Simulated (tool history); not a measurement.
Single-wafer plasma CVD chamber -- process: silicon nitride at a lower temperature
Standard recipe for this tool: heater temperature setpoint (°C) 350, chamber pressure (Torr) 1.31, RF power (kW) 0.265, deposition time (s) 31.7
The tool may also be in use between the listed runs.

run     day  heater temperature setpoint (°C)  chamber pressure (Torr)  RF power (kW)  deposition time (s)  wafers since the last listed run  hours since the last thermocouple change  hours since the last RF generator calibration  hours since the last manometer calibration  hours since the showerhead was replaced  hours since the gauge calibration  read-back reference wafer on the same gauge, thickness_nm  mean film thickness on the monitor wafer (nm)
  1   0.000                               350                     1.31          0.265                 31.7                                 0                                     803.1                                          489.4                                      1288.9                                   6180.6                             1974.8                                                     27.284                                         28.679
  2   2.767                               350                     1.31          0.265                 31.7                              2492                                     869.5                                          555.8                                      1355.3                                   6247.0                             2041.2                                                     27.288                                         28.733
      4.738  -- gauge calibrated
  3   5.650                               350                     1.31          0.265                 31.7                              2597                                     938.7                                          625.0                                      1424.5                                   6316.2                               21.9                                                     27.309                                         28.717
  4   8.488                               350                     1.31          0.265                 31.7                              2556                                    1006.8                                          693.1                                      1492.6                                   6384.3                               90.0                                                     27.319                                         28.681
  5  11.262                               350                     1.31          0.265                 31.7                              2499                                    1073.4                                          759.7                                      1559.2                                   6450.9                              156.6                                                     27.294                                         28.655
  6  12.729                               350                     1.51          0.320                 35.4                              1321                                    1108.6                                          794.9                                      1594.4                                   6486.1                              191.8                                                     27.287                                         39.183
  7  15.692                               350                     1.31          0.265                 31.7                              2668                                    1179.7                                          866.0                                      1665.5                                   6557.2                              262.9                                                     27.288                                         28.599
  8  16.938                               350                     1.00          0.265                 31.7                              1122                                    1209.6                                          895.9                                      1695.4                                   6587.1                              292.8                                                     27.276                                         24.721
     17.325  -- capacitance manometer re-zeroed and calibrated
  9  19.504                               342                     1.31          0.290                 29.3                              2011                                    1271.2                                          957.5                                        52.3                                   6648.7                              354.4                                                     27.290                                         27.910
 10  20.633                               360                     1.58          0.265                 31.7                              1017                                    1298.3                                          984.6                                        79.4                                   6675.8                              381.5                                                     27.314                                         30.403
     23.204  -- thermocouple changed; heater temperature recalibrated
 11  23.504                               350                     1.31          0.265                 31.7                              2285                                       7.2                                         1053.5                                       148.3                                   6744.7                              450.4                                                     27.299                                         28.090
 12  26.375                               350                     1.31          0.265                 31.7                              2586                                      76.1                                         1122.4                                       217.2                                   6813.6                              519.3                                                     27.277                                         28.061
 13  27.775                               354                     1.42          0.315                 29.9                              1261                                     109.7                                         1156.0                                       250.8                                   6847.2                              552.9                                                     27.279                                         31.173
 14  30.588                               350                     1.31          0.265                 31.7                              2533                                     177.2                                         1223.5                                       318.3                                   6914.7                              620.4                                                     27.294                                         27.911
     32.954  -- RF generator calibrated
 15  33.062                               350                     1.31          0.295                 31.7                              1929                                     236.6                                            2.6                                       377.7                                   6974.1                              679.8                                                     27.309                                         31.212
 16  34.546                               339                     1.31          0.265                 31.7                              1336                                     272.2                                           38.2                                       413.3                                   7009.7                              715.4                                                     27.336                                         28.750
 17  36.138                               350                     1.31          0.265                 31.7                              1433                                     310.4                                           76.4                                       451.5                                   7047.9                              753.6                                                     27.300                                         28.660
 18  38.404                               350                     1.57          0.290                 31.7                              2041                                     364.8                                          130.8                                       505.9                                   7102.3                              808.0                                                     27.302                                         33.023
     39.404  -- showerhead replaced
 19  40.462                               350                     1.14          0.265                 33.7                              1553                                     414.2                                          180.2                                       555.3                                     25.4                              857.4                                                     27.308                                         28.412
 20  46.121                               350                     1.31          0.285                 31.7                              5097                                     550.0                                          316.0                                       691.1                                    161.2                              993.2                                                     27.310                                         30.451
 21  47.608                               350                     1.31          0.265                 28.9                              1340                                     585.7                                          351.7                                       726.8                                    196.9                             1028.9                                                     27.298                                         26.094
 22  48.854                               350                     1.43          0.265                 31.7                              1122                                     615.6                                          381.6                                       756.7                                    226.8                             1058.8                                                     27.279                                         29.844
 23  54.804                               350                     1.31          0.265                 31.7                              5360                                     758.4                                          524.4                                       899.5                                    369.6                             1201.6                                                     27.307                                         28.667
 24  63.433                               350                     1.31          0.220                 31.7                              7773                                     965.5                                          731.5                                      1106.6                                    576.7                             1408.7                                                     27.311                                         24.437
 25  65.296                               343                     1.31          0.315                 31.7                              1677                                    1010.2                                          776.2                                      1151.3                                    621.4                             1453.4                                                     27.303                                         32.656
 26  67.112                               350                     1.31          0.305                 31.7                              1636                                    1053.8                                          819.8                                      1194.9                                    665.0                             1497.0                                                     27.267                                         31.736
 27  68.342                               358                     1.57          0.265                 31.7                              1107                                    1083.3                                          849.3                                      1224.4                                    694.5                             1526.5                                                     27.285                                         30.724
 28  69.954                               350                     1.31          0.265                 31.7                              1452                                    1122.0                                          888.0                                      1263.1                                    733.2                             1565.2                                                     27.310                                         28.553
 29  70.962                               350                     1.31          0.225                 31.7                               908                                    1146.2                                          912.2                                      1287.3                                    757.4                             1589.4                                                     27.321                                         24.912

Branching from run 29: 3 alternative next runs. What would each branch give?
  A  70.979                               350                     1.31          0.265                 31.7                                15                                    1146.6                                          912.6                                      1287.7                                    757.8                             1589.8                                                          ?                                              ?
  B  70.979                               359                     1.15          0.265                 31.7                                15                                    1146.6                                          912.6                                      1287.7                                    757.8                             1589.8                                                          ?                                              ?
  C  70.979                               361                     1.13          0.295                 27.0                                15                                    1146.6                                          912.6                                      1287.7                                    757.8                             1589.8                                                          ?                                              ?

run  read-back reference wafer on the same gauge, thickness_nm  mean film thickness on the monitor wafer (nm)
  A                                                     27.304                                         28.452
  B                                                     27.304                                         26.567
  C                                                     27.304                                         24.333
What these runs would have given with no unlogged condition in the tool:
run  mean film thickness on the monitor wafer (nm)
  A                                         28.653
  B                                         26.745
  C                                         24.484
